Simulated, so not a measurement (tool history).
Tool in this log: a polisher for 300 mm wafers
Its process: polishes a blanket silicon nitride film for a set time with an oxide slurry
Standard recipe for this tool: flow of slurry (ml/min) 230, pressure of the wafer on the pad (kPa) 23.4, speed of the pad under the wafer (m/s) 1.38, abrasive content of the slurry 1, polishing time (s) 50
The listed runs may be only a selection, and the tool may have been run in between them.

run,hour,flow of slurry (ml/min),pressure of the wafer on the pad (kPa),speed of the pad under the wafer (m/s),abrasive content of the slurry,polishing time (s),"incoming thickness of the incoming film, nm",film removed (angstrom)
1,0,230,23.4,1.38,1,50,257.4,384
# hour 30.2: slurry blender recalibrated
2,56.1,230,23.4,1.38,1,50,261.5,371
3,154.4,195,29.6,1.38,1,67,257.9,604
# hour 295.9: worn pad replaced by a new one
4,308.3,275,23.4,1.38,1,50,260.9,380
5,367.3,230,26.2,1.38,1,50,260.4,408
# hour 382.6: conditioning disc replaced and pad reconditioned
6,455.1,205,23.4,1.38,1,50,256.7,354
7,530.7,230,23.4,0.92,1,50,263.3,260
# hour 614: slurry nozzle cleaned
8,630.6,230,23.4,1.56,1,50,258.7,436
# hour 686.1: slurry blender recalibrated
9,707.2,160,23.4,1.38,1.25,50,255.3,399
10,744.5,230,30.3,1.38,1,50,259,498
11,818,230,23.4,1.38,1,50,258.3,376
12,911.2,230,23.4,1.38,1.3,35,263.8,290
# hour 948: head pressure recalibrated
# hour 969.2: worn pad replaced by a new one
13,982.7,230,16.5,1.68,1,50,262.9,307
14,1082.6,210,20.7,1.24,1,59,258,344
# hour 1133.3: conditioning disc replaced and pad reconditioned
15,1190.1,230,29,1.38,1.15,39,257,371
16,1288.2,200,23.4,1.38,1,55,261,386
17,1373.1,230,23.4,1.38,0.75,50,263.6,306
# hour 1413.9: slurry blender recalibrated
18,1419.8,230,25.5,1.38,0.7,66,259,437
19,1486.4,230,16.5,1.38,1,61,258,308
# hour 1558.1: slurry nozzle cleaned
20,1564.4,180,23.4,1.38,1,58,259.2,445
# hour 1654.5: worn pad replaced by a new one
21,1662.5,230,23.4,1.84,1.15,58,262.6,597
22,1710.2,230,23.4,1.7,1,50,264.4,438
23,1790.3,230,23.4,1.38,1,50,256.5,384
# hour 1801.6: conditioning disc replaced and pad reconditioned
24,1870.7,230,23.4,1.38,1,50,257.5,370
25,1910.5,160,23.4,1.38,1,50,259.5,339

Below, each run's measurement less what the same run would have read without the hidden state. Both values contain the same run-to-run variation, but the gauge's scatter may not be the same in both:
Hidden conditions of the tool in this case: removal rate lost through wear of the pad, %; slurry flow missing at the pad, %; deviation of the head's pressure from its setpoint, %; abrasive missing from the slurry, %; time polished since the conditioner stopped cutting, s.
run,film removed (angstrom)
1,-15
2,-18
3,-45
4,-25
5,-35
6,-37
7,-25
8,-4
9,-15
10,-16
11,-17
12,-18
13,-23
14,-33
15,-36
16,-48
17,-34
18,-49
19,-36
20,-7
21,-20
22,-20
23,-23
24,-28
25,-41

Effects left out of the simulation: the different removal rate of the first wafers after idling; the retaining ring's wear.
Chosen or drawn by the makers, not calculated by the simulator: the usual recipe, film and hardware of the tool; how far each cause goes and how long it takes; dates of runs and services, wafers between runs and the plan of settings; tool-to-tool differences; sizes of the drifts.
